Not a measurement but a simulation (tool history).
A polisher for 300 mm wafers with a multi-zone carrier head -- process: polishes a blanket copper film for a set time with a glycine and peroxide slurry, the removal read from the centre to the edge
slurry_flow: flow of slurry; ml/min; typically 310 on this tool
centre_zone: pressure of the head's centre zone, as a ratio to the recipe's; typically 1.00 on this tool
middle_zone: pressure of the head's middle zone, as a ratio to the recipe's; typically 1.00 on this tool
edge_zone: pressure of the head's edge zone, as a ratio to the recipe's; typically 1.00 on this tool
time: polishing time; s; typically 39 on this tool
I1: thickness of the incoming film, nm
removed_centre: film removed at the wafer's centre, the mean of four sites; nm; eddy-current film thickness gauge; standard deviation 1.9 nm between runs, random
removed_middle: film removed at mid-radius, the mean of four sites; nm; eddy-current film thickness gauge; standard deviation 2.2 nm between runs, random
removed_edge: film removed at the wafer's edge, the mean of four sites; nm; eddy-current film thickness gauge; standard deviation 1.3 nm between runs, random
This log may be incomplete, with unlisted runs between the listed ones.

run 1 day=0.000 | slurry_flow=310 centre_zone=1.00 middle_zone=1.00 edge_zone=1.00 time=39 | I1=1977.9 | removed_centre=163.9 removed_middle=166.9 removed_edge=164.0
run 2 day=0.658 | slurry_flow=310 centre_zone=1.00 middle_zone=1.00 edge_zone=1.00 time=36 | I1=1991.6 | removed_centre=150.0 removed_middle=152.5 removed_edge=149.5
run 3 day=1.129 | slurry_flow=310 centre_zone=1.00 middle_zone=1.00 edge_zone=1.00 time=36 | I1=1951.4 | removed_centre=152.9 removed_middle=152.0 removed_edge=151.4
run 4 day=1.721 | slurry_flow=310 centre_zone=1.00 middle_zone=1.00 edge_zone=1.00 time=39 | I1=1954.7 | removed_centre=164.9 removed_middle=164.0 removed_edge=161.5
run 5 day=2.388 | slurry_flow=310 centre_zone=1.00 middle_zone=1.00 edge_zone=1.00 time=39 | I1=1960.8 | removed_centre=162.5 removed_middle=163.1 removed_edge=163.8
run 6 day=2.817 | slurry_flow=310 centre_zone=1.00 middle_zone=1.00 edge_zone=1.00 time=39 | I1=1985.5 | removed_centre=158.1 removed_middle=160.2 removed_edge=165.8
run 7 day=3.183 | slurry_flow=310 centre_zone=1.00 middle_zone=1.00 edge_zone=1.00 time=39 | I1=1953.7 | removed_centre=165.0 removed_middle=162.6 removed_edge=163.4
run 8 day=3.633 | slurry_flow=255 centre_zone=1.00 middle_zone=1.00 edge_zone=1.00 time=39 | I1=1952.6 | removed_centre=159.3 removed_middle=160.6 removed_edge=161.1
run 9 day=4.338 | slurry_flow=310 centre_zone=1.00 middle_zone=1.00 edge_zone=1.00 time=46 | I1=1964.7 | removed_centre=190.3 removed_middle=190.4 removed_edge=192.3
-- day=6.104 carrier head's membrane replaced by a new one
run 10 day=6.125 | slurry_flow=310 centre_zone=1.00 middle_zone=1.00 edge_zone=1.00 time=46 | I1=1933.4 | removed_centre=191.1 removed_middle=187.1 removed_edge=191.6
-- day=6.512 worn pad replaced by a new one
run 11 day=7.942 | slurry_flow=310 centre_zone=1.00 middle_zone=1.00 edge_zone=1.00 time=39 | I1=1976.9 | removed_centre=159.9 removed_middle=163.2 removed_edge=163.3
run 12 day=8.246 | slurry_flow=310 centre_zone=0.90 middle_zone=1.00 edge_zone=0.91 time=47 | I1=1945.9 | removed_centre=180.5 removed_middle=189.7 removed_edge=188.0
run 13 day=8.967 | slurry_flow=310 centre_zone=1.00 middle_zone=1.00 edge_zone=1.11 time=39 | I1=1932.6 | removed_centre=159.9 removed_middle=157.9 removed_edge=171.6
run 14 day=9.662 | slurry_flow=310 centre_zone=1.00 middle_zone=1.00 edge_zone=1.00 time=39 | I1=1936.0 | removed_centre=164.7 removed_middle=162.6 removed_edge=164.0
-- day=9.867 centre zone pressure recalibrated
run 15 day=10.029 | slurry_flow=310 centre_zone=1.00 middle_zone=1.00 edge_zone=1.00 time=39 | I1=1970.6 | removed_centre=160.2 removed_middle=164.1 removed_edge=164.9
-- day=10.221 slurry nozzle cleaned
-- day=10.579 edge zone pressure recalibrated
run 16 day=10.671 | slurry_flow=215 centre_zone=0.93 middle_zone=1.06 edge_zone=1.11 time=39 | I1=1949.4 | removed_centre=146.5 removed_middle=161.3 removed_edge=166.8
run 17 day=11.408 | slurry_flow=310 centre_zone=1.07 middle_zone=1.00 edge_zone=1.00 time=39 | I1=1949.4 | removed_centre=175.4 removed_middle=163.7 removed_edge=166.5
run 18 day=11.975 | slurry_flow=400 centre_zone=1.00 middle_zone=1.00 edge_zone=1.08 time=50 | I1=1954.7 | removed_centre=216.0 removed_middle=214.6 removed_edge=223.6
run 19 day=12.633 | slurry_flow=310 centre_zone=1.10 middle_zone=1.00 edge_zone=1.00 time=32 | I1=1979.8 | removed_centre=145.8 removed_middle=133.6 removed_edge=135.3
run 20 day=12.908 | slurry_flow=310 centre_zone=1.00 middle_zone=1.00 edge_zone=1.00 time=39 | I1=1942.9 | removed_centre=159.5 removed_middle=165.9 removed_edge=162.8
run 21 day=13.696 | slurry_flow=310 centre_zone=1.00 middle_zone=1.00 edge_zone=1.00 time=46 | I1=1960.1 | removed_centre=189.9 removed_middle=185.5 removed_edge=193.7
run 22 day=13.946 | slurry_flow=310 centre_zone=1.00 middle_zone=1.00 edge_zone=1.00 time=39 | I1=1942.2 | removed_centre=165.0 removed_middle=163.2 removed_edge=162.1
run 23 day=14.212 | slurry_flow=215 centre_zone=1.00 middle_zone=1.00 edge_zone=1.00 time=48 | I1=1949.3 | removed_centre=192.7 removed_middle=184.9 removed_edge=193.1

Forecast each of these 3 alternatives for the next run:
run A day=14.229 | slurry_flow=310 centre_zone=1.00 middle_zone=0.90 edge_zone=1.00 time=39 | I1=1979.1 | removed_centre=? removed_middle=? removed_edge=?
run B day=14.229 | slurry_flow=310 centre_zone=1.00 middle_zone=1.07 edge_zone=1.00 time=39 | I1=1979.1 | removed_centre=? removed_middle=? removed_edge=?
run C day=14.229 | slurry_flow=310 centre_zone=1.10 middle_zone=0.89 edge_zone=1.00 time=39 | I1=1979.1 | removed_centre=? removed_middle=? removed_edge=?

run=A removed_centre=159.9 removed_middle=148.3 removed_edge=164.3
run=B removed_centre=160.1 removed_middle=171.6 removed_edge=163.9
run=C removed_centre=173.1 removed_middle=146.9 removed_edge=164.3
Without the tool's unlogged condition, the same runs would have read:
run=A removed_centre=159.9 removed_middle=148.3 removed_edge=164.3
run=B removed_centre=160.1 removed_middle=171.6 removed_edge=163.9
run=C removed_centre=173.1 removed_middle=146.9 removed_edge=164.3
